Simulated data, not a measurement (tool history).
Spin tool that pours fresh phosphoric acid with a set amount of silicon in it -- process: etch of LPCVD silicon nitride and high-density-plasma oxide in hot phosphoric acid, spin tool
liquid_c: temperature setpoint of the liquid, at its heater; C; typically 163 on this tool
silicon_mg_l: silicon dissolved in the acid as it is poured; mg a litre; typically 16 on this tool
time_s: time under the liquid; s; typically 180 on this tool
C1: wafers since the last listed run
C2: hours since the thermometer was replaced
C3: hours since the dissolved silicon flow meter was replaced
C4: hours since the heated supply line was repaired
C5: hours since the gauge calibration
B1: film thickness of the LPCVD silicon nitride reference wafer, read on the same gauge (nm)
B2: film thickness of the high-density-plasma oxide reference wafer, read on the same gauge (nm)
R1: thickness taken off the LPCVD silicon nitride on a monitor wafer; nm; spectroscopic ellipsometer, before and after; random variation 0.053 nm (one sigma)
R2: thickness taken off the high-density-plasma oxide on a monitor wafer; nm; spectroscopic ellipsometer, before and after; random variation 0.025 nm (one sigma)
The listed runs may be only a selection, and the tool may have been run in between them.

{"run": 1, "hour": 0.0, "liquid_c": 163, "silicon_mg_l": 16, "time_s": 180, "C1": 0, "C2": 1207.3, "C3": 1163.3, "C4": 3658.9, "C5": 724.4, "B1": 50, "B2": 120.036, "R1": 15.11, "R2": 0.254}
{"run": 2, "hour": 65.5, "liquid_c": 163, "silicon_mg_l": 16, "time_s": 180, "C1": 387, "C2": 1272.8, "C3": 1228.8, "C4": 3724.4, "C5": 789.9, "B1": 50, "B2": 120.001, "R1": 15, "R2": 0.305}
{"run": 3, "hour": 120.5, "liquid_c": 163, "silicon_mg_l": 16, "time_s": 180, "C1": 325, "C2": 1327.8, "C3": 1283.8, "C4": 3779.4, "C5": 844.9, "B1": 50.01, "B2": 119.979, "R1": 14.9, "R2": 0.242}
{"hour": 147.0, "done": "heated supply line repaired"}
{"run": 4, "hour": 169.8, "liquid_c": 163, "silicon_mg_l": 16, "time_s": 180, "C1": 285, "C2": 1377.1, "C3": 1333.1, "C4": 22.8, "C5": 894.2, "B1": 49.98, "B2": 119.965, "R1": 16.75, "R2": 0.321}
{"hour": 187.2, "done": "gauge calibrated"}
{"hour": 198.8, "done": "thermometer replaced"}
{"hour": 231.2, "done": "dissolved silicon flow meter replaced"}
{"run": 5, "hour": 231.7, "liquid_c": 163, "silicon_mg_l": 16, "time_s": 180, "C1": 354, "C2": 32.9, "C3": 0.5, "C4": 84.7, "C5": 44.5, "B1": 50, "B2": 120.007, "R1": 16.76, "R2": 0.337}
{"run": 6, "hour": 281.7, "liquid_c": 163, "silicon_mg_l": 11.5, "time_s": 205, "C1": 295, "C2": 82.9, "C3": 50.5, "C4": 134.7, "C5": 94.5, "B1": 50.02, "B2": 120.03, "R1": 19.08, "R2": 0.479}
{"run": 7, "hour": 312.5, "liquid_c": 163, "silicon_mg_l": 11.5, "time_s": 205, "C1": 182, "C2": 113.7, "C3": 81.3, "C4": 165.5, "C5": 125.3, "B1": 49.98, "B2": 120.014, "R1": 18.97, "R2": 0.512}
{"run": 8, "hour": 351.4, "liquid_c": 163, "silicon_mg_l": 16, "time_s": 180, "C1": 229, "C2": 152.6, "C3": 120.2, "C4": 204.4, "C5": 164.2, "B1": 49.99, "B2": 120.047, "R1": 16.68, "R2": 0.342}
{"run": 9, "hour": 389.7, "liquid_c": 164.5, "silicon_mg_l": 28, "time_s": 270, "C1": 226, "C2": 190.9, "C3": 158.5, "C4": 242.7, "C5": 202.5, "B1": 49.99, "B2": 119.995, "R1": 26.48, "R2": 0.423}
{"run": 10, "hour": 454.7, "liquid_c": 163, "silicon_mg_l": 16, "time_s": 180, "C1": 384, "C2": 255.9, "C3": 223.5, "C4": 307.7, "C5": 267.5, "B1": 50.02, "B2": 120.024, "R1": 16.69, "R2": 0.395}
{"run": 11, "hour": 480.3, "liquid_c": 161, "silicon_mg_l": 23, "time_s": 180, "C1": 151, "C2": 281.5, "C3": 249.1, "C4": 333.3, "C5": 293.1, "B1": 49.99, "B2": 120.008, "R1": 15.55, "R2": 0.239}
{"run": 12, "hour": 510.3, "liquid_c": 161, "silicon_mg_l": 23, "time_s": 180, "C1": 177, "C2": 311.5, "C3": 279.1, "C4": 363.3, "C5": 323.1, "B1": 50, "B2": 119.966, "R1": 15.46, "R2": 0.232}
{"run": 13, "hour": 574.5, "liquid_c": 164.5, "silicon_mg_l": 26.5, "time_s": 285, "C1": 379, "C2": 375.7, "C3": 343.3, "C4": 427.5, "C5": 387.3, "B1": 50.03, "B2": 119.993, "R1": 27.68, "R2": 0.462}
{"run": 14, "hour": 638.2, "liquid_c": 164.5, "silicon_mg_l": 26.5, "time_s": 285, "C1": 376, "C2": 439.4, "C3": 407, "C4": 491.2, "C5": 451, "B1": 50.01, "B2": 120.005, "R1": 27.63, "R2": 0.449}
{"run": 15, "hour": 683.9, "liquid_c": 163, "silicon_mg_l": 16, "time_s": 180, "C1": 270, "C2": 485.1, "C3": 452.7, "C4": 536.9, "C5": 496.7, "B1": 50.03, "B2": 120.024, "R1": 16.54, "R2": 0.355}
{"run": 16, "hour": 728.9, "liquid_c": 165, "silicon_mg_l": 11, "time_s": 180, "C1": 265, "C2": 530.1, "C3": 497.7, "C4": 581.9, "C5": 541.7, "B1": 50, "B2": 119.994, "R1": 17.64, "R2": 0.443}
{"run": 17, "hour": 772.9, "liquid_c": 163, "silicon_mg_l": 16, "time_s": 205, "C1": 260, "C2": 574.1, "C3": 541.7, "C4": 625.9, "C5": 585.7, "B1": 49.98, "B2": 119.967, "R1": 18.79, "R2": 0.428}
{"run": 18, "hour": 823.2, "liquid_c": 163, "silicon_mg_l": 25, "time_s": 260, "C1": 297, "C2": 624.4, "C3": 592, "C4": 676.2, "C5": 636, "B1": 50.01, "B2": 120.018, "R1": 24, "R2": 0.383}

The next listed run, before its measurement:
{"run": 19, "hour": 875.0, "liquid_c": 165, "silicon_mg_l": 22, "time_s": 180, "C1": 306, "C2": 676.2, "C3": 643.8, "C4": 728, "C5": 687.8, "B1": "?", "B2": "?", "R1": "?", "R2": "?"}

{"run 19": {"B1": 49.99, "B2": 119.971, "R1": 17.63, "R2": 0.321}}
If the tool had no hidden condition, the same run with the same run-to-run variation would have returned R1 17.96 nm, R2 0.334 nm.

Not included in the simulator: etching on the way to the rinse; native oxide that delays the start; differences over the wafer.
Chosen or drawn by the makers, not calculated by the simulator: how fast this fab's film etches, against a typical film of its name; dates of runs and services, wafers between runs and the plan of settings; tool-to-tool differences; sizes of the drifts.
